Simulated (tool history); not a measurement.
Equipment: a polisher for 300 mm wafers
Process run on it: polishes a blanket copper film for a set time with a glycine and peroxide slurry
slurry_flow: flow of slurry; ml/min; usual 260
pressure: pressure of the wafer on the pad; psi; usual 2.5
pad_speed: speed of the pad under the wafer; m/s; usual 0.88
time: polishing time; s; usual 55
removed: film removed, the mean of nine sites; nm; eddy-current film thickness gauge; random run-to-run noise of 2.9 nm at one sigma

| run | hour | slurry_flow | pressure | pad_speed | time | incoming thickness of the incoming film, nm | removed |
|---|---|---|---|---|---|---|---|
| 1 | 0.0 | 260 | 2.7 | 0.88 | 55 | 1570.8 | 234.9 |
| 2 | 16.9 | 260 | 2.7 | 0.88 | 55 | 1563.8 | 227.7 |
|  | 35.3 | worn pad replaced by a new one |
| 3 | 47.4 | 260 | 2.7 | 0.88 | 55 | 1580.1 | 257.7 |
| 4 | 89.3 | 260 | 2.9 | 1.00 | 55 | 1568.8 | 277.3 |
| 5 | 99.1 | 260 | 2.5 | 0.88 | 55 | 1557.3 | 220.5 |
| 6 | 111.5 | 260 | 2.5 | 0.88 | 55 | 1572.6 | 224.1 |
| 7 | 123.1 | 260 | 2.5 | 0.88 | 55 | 1535.8 | 221.9 |
| 8 | 137.1 | 260 | 2.5 | 0.88 | 55 | 1570.2 | 216.4 |
|  | 146.1 | worn pad replaced by a new one |
| 9 | 146.6 | 260 | 2.5 | 0.88 | 55 | 1566.3 | 241.5 |
| 10 | 152.5 | 260 | 2.5 | 0.88 | 55 | 1596.1 | 244.8 |
| 11 | 162.5 | 225 | 2.5 | 0.72 | 55 | 1571.5 | 203.0 |
| 12 | 179.5 | 260 | 2.5 | 0.88 | 55 | 1535.6 | 237.6 |
| 13 | 226.0 | 330 | 3.0 | 0.64 | 63 | 1557.4 | 233.4 |
|  | 233.9 | head pressure recalibrated |
|  | 236.4 | slurry nozzle cleaned |
|  | 246.7 | worn pad replaced by a new one |
| 14 | 247.2 | 180 | 2.0 | 1.12 | 55 | 1549.3 | 240.5 |
| 15 | 257.5 | 225 | 2.5 | 0.72 | 55 | 1576.5 | 202.8 |
| 16 | 270.7 | 260 | 2.5 | 0.88 | 55 | 1556.2 | 232.1 |
| 17 | 280.6 | 260 | 2.5 | 0.98 | 41 | 1562.5 | 187.5 |
| 18 | 293.4 | 260 | 2.5 | 0.88 | 55 | 1575.8 | 237.1 |
| 19 | 310.3 | 260 | 2.5 | 0.78 | 55 | 1571.4 | 210.4 |
| 20 | 318.9 | 325 | 3.0 | 0.88 | 47 | 1551.8 | 226.3 |
| 21 | 332.0 | 260 | 1.8 | 0.88 | 64 | 1558.1 | 206.3 |

Below, some changes in removed between adjacent runs. For each, the amount present without the hidden state too (settings, incoming material, random variation) and the amount remaining for the hidden state with gauge scatter not shared by both compared results:
The hidden state here: removal rate lost through wear of the pad, %; slurry flow missing at the pad, %; deviation of the head's pressure from its setpoint, %.
Run 2 -> 3: worn pad replaced by a new one. removed +30.0 nm: hidden state +24.6, all else +5.4.
Run 4 -> 5: pressure 2.9 -> 2.5, pad_speed 1.00 -> 0.88. removed -56.8 nm: hidden state +1.9, all else -58.7.
Run 8 -> 9: worn pad replaced by a new one. removed +25.1 nm: hidden state +30.1, all else -5.0.
Run 17 -> 18: pad_speed 0.98 -> 0.88, time 41 -> 55. removed +49.6 nm: hidden state -7.5, all else +57.1.

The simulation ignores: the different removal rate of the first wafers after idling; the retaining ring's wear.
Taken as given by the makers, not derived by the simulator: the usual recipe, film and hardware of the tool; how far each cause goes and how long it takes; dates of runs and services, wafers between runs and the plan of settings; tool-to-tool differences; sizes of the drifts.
